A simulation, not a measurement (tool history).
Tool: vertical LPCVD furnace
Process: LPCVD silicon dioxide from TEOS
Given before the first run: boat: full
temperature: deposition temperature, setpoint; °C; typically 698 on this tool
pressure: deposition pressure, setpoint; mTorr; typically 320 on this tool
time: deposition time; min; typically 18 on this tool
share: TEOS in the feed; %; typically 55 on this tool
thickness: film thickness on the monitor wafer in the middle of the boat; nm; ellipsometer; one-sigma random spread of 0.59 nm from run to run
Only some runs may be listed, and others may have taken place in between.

run    hour  temperature  pressure  time  share  wafers since the last listed run  hours since the last temperature calibration  hours since the pressure gauge was zeroed  hours since the TEOS flow controller was replaced  hours since the gauge calibration  read-back reference wafer on the same gauge, thickness  thickness
  1       0          698       320    18     55                                 0                                        1871.6                                     4676.6                                             4262.9                             1595.6                                                   97.96     111.08
  2    40.8          698       320    18     55                               766                                        1912.4                                     4717.4                                             4303.7                             1636.4                                                   97.99     110.91
  3     102          698       320    18     55                              1149                                        1973.6                                     4778.6                                             4364.9                             1697.6                                                   98.04     112.43
  4   164.4          698       320    18     55                              1171                                          2036                                       4841                                             4427.3                               1760                                                   97.91      111.8
  5   230.6          698       320    18     55                              1243                                        2102.2                                     4907.2                                             4493.5                             1826.2                                                   98.01     111.98
  6   335.3          698       355    18     55                              1966                                        2206.9                                     5011.9                                             4598.2                             1930.9                                                   97.93     118.39
  7   387.9          698       355    18     55                               987                                        2259.5                                     5064.5                                             4650.8                             1983.5                                                   98.02     117.24
      435.2  -- TEOS flow controller replaced
  8   456.7          698       320    18     55                               841                                        2328.3                                     5133.3                                               21.5                             2052.3                                                   97.94     110.67
        486  -- pressure gauge zeroed
  9   490.7          694       320    18     55                               187                                        2362.3                                        4.7                                               55.5                             2086.3                                                   98.09     101.56
 10   526.7          694       320    18     55                               676                                        2398.3                                       40.7                                               91.5                             2122.3                                                   97.96     101.42
 11   584.3          702       320    18     55                              1081                                        2455.9                                       98.3                                              149.1                             2179.9                                                   98.03     121.79
      597.7  -- gauge calibrated
 12     645          698       320    18     55                              1140                                        2516.6                                        159                                              209.8                               47.3                                                   98.04     111.43
 13   707.2          698       320    18     55                              1168                                        2578.8                                      221.2                                                272                              109.5                                                   98.04     111.64
      765.3  -- thermocouples replaced and temperature profile calibrated
 14   765.8          707       320    18     55                               649                                           0.5                                      279.8                                              330.6                              168.1                                                   97.98     137.67
 15     825          698       390  21.5     49                              1111                                          59.7                                        339                                              389.8                              227.3                                                   97.89     138.72
 16     862          698       390  21.5     49                               694                                          96.7                                        376                                              426.8                              264.3                                                    97.9     138.53
 17   909.9          688       245  15.5     62                               899                                         144.6                                      423.9                                              474.7                              312.2                                                   97.95      70.52
 18   960.9          698       285  23.5     55                               957                                         195.6                                      474.9                                              525.7                              363.2                                                   98.06     136.62
 19  1010.8          698       320    18     55                               937                                         245.5                                      524.8                                              575.6                              413.1                                                   98.03     110.81
 20  1213.9          687       355    16     55                              3814                                         448.6                                      727.9                                              778.7                              616.2                                                   97.97       80.3
 21  1281.6          698       355    18     55                              1271                                         516.3                                      795.6                                              846.4                              683.9                                                   97.96     117.36
 22  1346.5          708       320    18     58                              1218                                         581.2                                      860.5                                              911.3                              748.8                                                   97.95     143.61
 23  1373.5          698       320    18     59                               507                                         608.2                                      887.5                                              938.3                              775.8                                                   97.98     115.19
 24  1443.1          689       250    12     60                              1307                                         677.8                                      957.1                                             1007.9                              845.4                                                   98.08      55.48
 25  1499.7          707       320    15     55                              1063                                         734.4                                     1013.7                                             1064.5                                902                                                   98.06     114.76
 26  1555.9          694       320    24     61                              1055                                         790.6                                     1069.9                                             1120.7                              958.2                                                   98.01     141.48
 27  1602.7          698       320    15     55                               878                                         837.4                                     1116.7                                             1167.5                               1005                                                   98.01      92.56
 28  1630.6          689       320  24.5     45                               523                                         865.3                                     1144.6                                             1195.4                             1032.9                                                   97.96     111.85
 29  1684.8          698       280    22     65                              1017                                         919.5                                     1198.8                                             1249.6                             1087.1                                                      98     140.03
 30  1716.7          694       360    18     55                               599                                         951.4                                     1230.7                                             1281.5                               1119                                                   97.99     107.26
 31  1854.6          693       340    18     52                              2589                                        1089.3                                     1368.6                                             1419.4                             1256.9                                                   98.02      98.91
 32  1889.6          707       320    18     66                               657                                        1124.3                                     1403.6                                             1454.4                             1291.9                                                      98     150.29

Forecast each of these 3 alternatives for the next run:
  A  1893.6          698       320    18     55                                75                                        1128.3                                     1407.6                                             1458.4                             1295.9                                                       ?          ?
  B  1893.6          698       260    18     48                                75                                        1128.3                                     1407.6                                             1458.4                             1295.9                                                       ?          ?
  C  1893.6          698       320  15.5     55                                75                                        1128.3                                     1407.6                                             1458.4                             1295.9                                                       ?          ?

run  read-back reference wafer on the same gauge, thickness  thickness
  A                                                   98.03     111.02
  B                                                   98.03      93.49
  C                                                   98.03       95.6
Had the tool no hidden state, the same runs would have come out as:
run  thickness
  A     111.02
  B      93.49
  C       95.6

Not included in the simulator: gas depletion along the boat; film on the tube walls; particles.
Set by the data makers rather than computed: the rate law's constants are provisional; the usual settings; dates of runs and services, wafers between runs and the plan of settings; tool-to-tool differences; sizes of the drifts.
